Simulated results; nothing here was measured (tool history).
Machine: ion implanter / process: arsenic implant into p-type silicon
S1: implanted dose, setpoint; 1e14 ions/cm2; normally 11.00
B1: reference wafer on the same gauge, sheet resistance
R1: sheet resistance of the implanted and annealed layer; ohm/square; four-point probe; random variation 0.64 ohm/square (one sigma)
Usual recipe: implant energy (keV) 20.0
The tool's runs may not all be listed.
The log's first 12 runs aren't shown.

{"run": 13, "hour": 800.0, "S1": 12.55, "implant energy (keV)": 20.0, "B1": 136.92, "R1": 126.19}
{"run": 14, "hour": 861.8, "S1": 12.55, "implant energy (keV)": 20.0, "B1": 136.87, "R1": 125.15}
{"hour": 924.3, "done": "extraction supply calibrated"}
{"run": 15, "hour": 924.8, "S1": 8.94, "implant energy (keV)": 20.0, "B1": 137.04, "R1": 148.96}
{"hour": 926.3, "done": "gauge calibrated"}
{"run": 16, "hour": 944.7, "S1": 13.4, "implant energy (keV)": 16.5, "B1": 136.86, "R1": 129.8}
{"run": 17, "hour": 1003.1, "S1": 13.96, "implant energy (keV)": 22.0, "B1": 137.09, "R1": 118.53}
{"run": 18, "hour": 1061.7, "S1": 11.88, "implant energy (keV)": 20.0, "B1": 136.9, "R1": 128.62}
{"run": 19, "hour": 1126.2, "S1": 11.0, "implant energy (keV)": 16.0, "B1": 136.97, "R1": 140.19}
{"run": 20, "hour": 1283.1, "S1": 7.78, "implant energy (keV)": 24.5, "B1": 137.02, "R1": 154.21}
{"run": 21, "hour": 1322.7, "S1": 13.96, "implant energy (keV)": 22.0, "B1": 136.82, "R1": 118.26}
{"hour": 1370.0, "done": "Faraday cup replaced and dose calibrated"}
{"run": 22, "hour": 1373.1, "S1": 13.09, "implant energy (keV)": 22.5, "B1": 136.99, "R1": 121.97}

What will run 23 give?
{"run": 23, "hour": 1409.0, "S1": 11.0, "implant energy (keV)": 20.0, "B1": "?", "R1": "?"}

Run 23 came out at B1 136.98, R1 135.63 ohm/square.
If the tool had no hidden condition, the same run with the same run-to-run variation would have returned R1 135.91 ohm/square.
